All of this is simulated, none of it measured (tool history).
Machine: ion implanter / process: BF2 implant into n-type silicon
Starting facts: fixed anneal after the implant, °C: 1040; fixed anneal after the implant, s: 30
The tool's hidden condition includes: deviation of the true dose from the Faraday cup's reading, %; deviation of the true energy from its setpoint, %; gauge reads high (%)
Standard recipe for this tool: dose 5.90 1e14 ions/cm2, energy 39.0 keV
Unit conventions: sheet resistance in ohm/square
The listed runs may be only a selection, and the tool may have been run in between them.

run,hour,dose,energy,wafers since the last listed run,hours since the last dose calibration,hours since the extraction supply was calibrated,hours since the gauge calibration,"read-back reference wafer on the same gauge, sheet resistance",sheet resistance
1,0.0,5.90,39.0,0,1165.8,3837.9,911.8,189.95,185.43
2,46.9,5.90,39.0,1083,1212.7,3884.8,958.7,189.75,186.77
3,104.7,5.90,39.0,1335,1270.5,3942.6,1016.5,190.05,184.80
4,164.7,5.90,39.0,1386,1330.5,4002.6,1076.5,190.03,184.82
5,201.5,5.90,39.0,850,1367.3,4039.4,1113.3,190.15,185.49
# hour 252.5: gauge calibrated
6,285.3,5.90,39.0,1936,1451.1,4123.2,32.8,190.04,184.01
7,322.1,5.90,29.5,850,1487.9,4160.0,69.6,190.07,189.06
8,402.9,6.88,39.0,1867,1568.7,4240.8,150.4,189.94,160.93
9,441.2,6.88,39.0,885,1607.0,4279.1,188.7,190.10,160.65
10,535.8,6.88,39.0,2186,1701.6,4373.7,283.3,190.09,162.03
11,572.4,5.90,39.0,845,1738.2,4410.3,319.9,190.05,185.06
12,629.9,5.90,39.0,1328,1795.7,4467.8,377.4,189.99,184.80
13,760.2,5.90,39.0,3011,1926.0,4598.1,507.7,189.97,185.06
14,850.3,5.90,39.0,2082,2016.1,4688.2,597.8,190.29,183.35
15,923.1,6.61,47.5,1682,2088.9,4761.0,670.6,190.09,163.17
16,1022.8,4.46,44.0,2304,2188.6,4860.7,770.3,189.89,231.47
# hour 1051.4: Faraday cup replaced and dose calibrated
17,1097.1,5.05,35.5,1532,45.7,4935.0,844.6,189.97,220.02
18,1371.4,4.44,44.5,6339,320.0,5209.3,1118.9,190.12,238.29
19,1448.0,7.53,28.5,1770,396.6,5285.9,1195.5,190.03,156.98
# hour 1524.9: extraction supply calibrated
20,1555.5,7.66,51.0,2299,504.1,30.6,1303.0,189.71,144.54
# hour 1575.9: gauge calibrated
21,1603.8,6.66,33.0,1116,552.4,78.9,27.9,190.07,170.52
22,1678.0,5.90,48.5,1714,626.6,153.1,102.1,190.06,182.06
23,1770.4,5.90,39.0,2135,719.0,245.5,194.5,190.22,186.38
24,1813.1,5.28,30.0,986,761.7,288.2,237.2,189.99,209.42
25,1900.4,5.90,39.0,2017,849.0,375.5,324.5,190.09,184.88
26,1990.3,5.90,39.0,2077,938.9,465.4,414.4,190.29,185.42
27,2057.2,7.20,31.0,1546,1005.8,532.3,481.3,189.95,158.75
28,2126.9,6.81,39.0,1610,1075.5,602.0,551.0,190.07,161.69

Selected run-to-run steps in sheet resistance, each split into two signed amounts: the part the tool would show with no hidden state at all (from settings, incoming material and random variation), and the remainder, which goes to the hidden state together with any gauge scatter not common to the measured and the hidden-state-free results:
Run 15 -> 16: dose 6.61 -> 4.46, energy 47.5 -> 44.0. sheet resistance +68.30 ohm/square: hidden state -2.21, all else +70.51.
Run 16 -> 17: dose 4.46 -> 5.05, energy 44.0 -> 35.5, Faraday cup replaced and dose calibrated. sheet resistance -11.45 ohm/square: hidden state +8.49, all else -19.94.
Run 17 -> 18: dose 5.05 -> 4.44, energy 35.5 -> 44.5. sheet resistance +18.27 ohm/square: hidden state -3.04, all else +21.31.
Run 18 -> 19: dose 4.44 -> 7.53, energy 44.5 -> 28.5. sheet resistance -81.31 ohm/square: hidden state +0.88, all else -82.19.
